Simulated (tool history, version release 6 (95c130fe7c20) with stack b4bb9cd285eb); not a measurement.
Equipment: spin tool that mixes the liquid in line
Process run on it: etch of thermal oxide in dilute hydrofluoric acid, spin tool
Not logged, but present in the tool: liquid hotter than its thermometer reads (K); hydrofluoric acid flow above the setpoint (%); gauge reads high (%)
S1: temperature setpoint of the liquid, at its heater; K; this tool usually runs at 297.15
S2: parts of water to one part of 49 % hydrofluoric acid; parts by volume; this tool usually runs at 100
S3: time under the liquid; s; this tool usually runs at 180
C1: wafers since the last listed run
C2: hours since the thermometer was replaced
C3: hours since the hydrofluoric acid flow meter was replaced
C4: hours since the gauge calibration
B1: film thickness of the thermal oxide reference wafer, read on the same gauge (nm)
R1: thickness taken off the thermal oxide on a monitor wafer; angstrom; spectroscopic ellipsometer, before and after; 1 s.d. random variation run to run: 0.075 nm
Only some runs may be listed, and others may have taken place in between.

run,day,S1,S2,S3,C1,C2,C3,C4,B1,R1
1,0.000,297.15,100,180,0,2026.2,1106.4,463.4,150.02,99.1
2,1.225,297.15,125,180,213,2055.6,1135.8,492.8,149.98,77.0
3,2.329,297.15,100,180,192,2082.1,1162.3,519.3,149.99,98.8
4,3.921,297.15,100,180,277,2120.3,1200.5,557.5,149.98,100.0
5,6.242,297.15,100,180,405,2176.0,1256.2,613.2,150.00,100.0
# day 9.246: gauge calibrated
6,14.200,297.15,100,180,1389,2367.0,1447.2,118.9,149.98,98.8
7,18.575,297.15,100,180,763,2472.0,1552.2,223.9,150.00,99.7
8,19.904,297.15,100,180,232,2503.9,1584.1,255.8,150.01,100.7
9,22.446,297.15,100,180,443,2564.9,1645.1,316.8,150.02,100.3
10,24.867,295.15,100,180,422,2623.0,1703.2,374.9,150.00,92.8
11,26.408,295.15,100,180,269,2660.0,1740.2,411.9,149.98,94.0
12,28.042,295.15,100,180,285,2699.2,1779.4,451.1,149.99,93.7
13,30.021,297.15,100,180,345,2746.7,1826.9,498.6,149.99,102.2
14,32.762,293.65,100,280,478,2812.5,1892.7,564.4,149.98,137.7
15,34.325,297.15,100,180,272,2850.0,1930.2,601.9,150.02,102.7
16,35.683,297.15,100,180,237,2882.6,1962.8,634.5,150.00,103.8
17,36.788,297.15,100,180,192,2909.1,1989.3,661.0,149.99,103.5
18,39.150,301.65,100,180,412,2965.8,2046.0,717.7,150.00,122.0
19,40.446,297.15,135,180,226,2996.9,2077.1,748.8,149.96,72.0
20,42.238,298.65,100,285,312,3039.9,2120.1,791.8,149.98,171.9
# day 42.292: hydrofluoric acid flow meter replaced
# day 43.304: gauge calibrated
21,44.758,295.65,115,180,432,3100.4,59.2,34.9,149.99,76.5
# day 45.125: thermometer replaced
22,47.188,297.15,65,210,416,49.5,117.5,93.2,150.01,177.1
23,49.604,302.15,100,110,421,107.5,175.5,151.2,150.01,69.8
24,52.512,297.15,100,180,507,177.3,245.3,221.0,150.01,95.5
25,53.712,297.15,125,270,209,206.1,274.1,249.8,150.03,112.0
26,55.067,301.15,100,270,236,238.6,306.6,282.3,149.98,169.8
27,57.771,295.15,100,180,472,303.5,371.5,347.2,150.00,88.8

Here are 3 independent what-if runs from the current tool condition. What would each one return?
A,57.792,297.15,100,125,3,304.0,372.0,347.7,?,?
B,57.792,297.15,65,110,3,304.0,372.0,347.7,?,?
C,57.792,301.65,120,180,3,304.0,372.0,347.7,?,?

run,B1,R1
A,149.99,66.8
B,149.99,94.5
C,149.99,93.0
Without the tool's unlogged condition, the same runs would have read:
run,R1
A,64.9
B,91.8
C,90.3

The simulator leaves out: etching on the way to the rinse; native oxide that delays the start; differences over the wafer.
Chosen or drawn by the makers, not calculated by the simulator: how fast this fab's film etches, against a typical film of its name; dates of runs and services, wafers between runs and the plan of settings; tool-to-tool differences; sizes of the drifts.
